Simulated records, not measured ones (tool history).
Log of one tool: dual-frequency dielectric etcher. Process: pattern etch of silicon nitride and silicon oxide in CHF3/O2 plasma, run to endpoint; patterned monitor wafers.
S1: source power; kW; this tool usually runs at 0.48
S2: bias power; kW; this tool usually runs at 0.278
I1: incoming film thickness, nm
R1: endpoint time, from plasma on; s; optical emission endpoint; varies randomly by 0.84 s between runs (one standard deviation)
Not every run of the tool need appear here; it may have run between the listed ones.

| run | hour | S1 | S2 | I1 | R1 |
|---|---|---|---|---|---|
| 1 | 0 | 0.48 | 0.278 | 216.1 | 127.7 |
| 2 | 47 | 0.48 | 0.278 | 217.1 | 129.2 |
| 3 | 96.6 | 0.48 | 0.278 | 214.8 | 126.6 |
| 4 | 168.3 | 0.48 | 0.278 | 215.8 | 126.2 |
| 5 | 197.7 | 0.48 | 0.278 | 215.9 | 127.4 |
| 6 | 263.6 | 0.48 | 0.278 | 213.8 | 124.9 |
|  | 276 | source power generator calibrated |
|  | 330.7 | upper electrode replaced |
| 7 | 331.2 | 0.48 | 0.278 | 216 | 123.8 |
| 8 | 365.6 | 0.45 | 0.255 | 217.4 | 132 |
| 9 | 414.4 | 0.43 | 0.226 | 218 | 138.5 |
| 10 | 483 | 0.42 | 0.278 | 215.1 | 128.7 |
| 11 | 523.6 | 0.39 | 0.219 | 215.8 | 142.5 |
|  | 567.2 | bias power generator calibrated |
|  | 572.5 | wet clean of the chamber |
| 12 | 582.2 | 0.48 | 0.219 | 216.7 | 140 |
| 13 | 643 | 0.42 | 0.278 | 216.6 | 137.5 |
| 14 | 688 | 0.59 | 0.24 | 216.2 | 122.8 |
| 15 | 740.9 | 0.42 | 0.278 | 217.5 | 135.7 |

What was the tool's hidden state at every run in the log?
source power that arrives over what is set, %: 0 in every run
bias power that arrives over what is set, %: 0 in every run
H1: etch rate over this chamber's usual, %
| run | H1 |
|---|---|
| 1 | 0.359 |
| 2 | 0.752 |
| 3 | 1.17 |
| 4 | 1.77 |
| 5 | 2.01 |
| 6 | 2.57 |
| 7 | 3.13 |
| 8 | 3.42 |
| 9 | 3.83 |
| 10 | 4.4 |
| 11 | 4.74 |
| 12 | -0.308 |
| 13 | 0.201 |
| 14 | 0.578 |
| 15 | 1.02 |
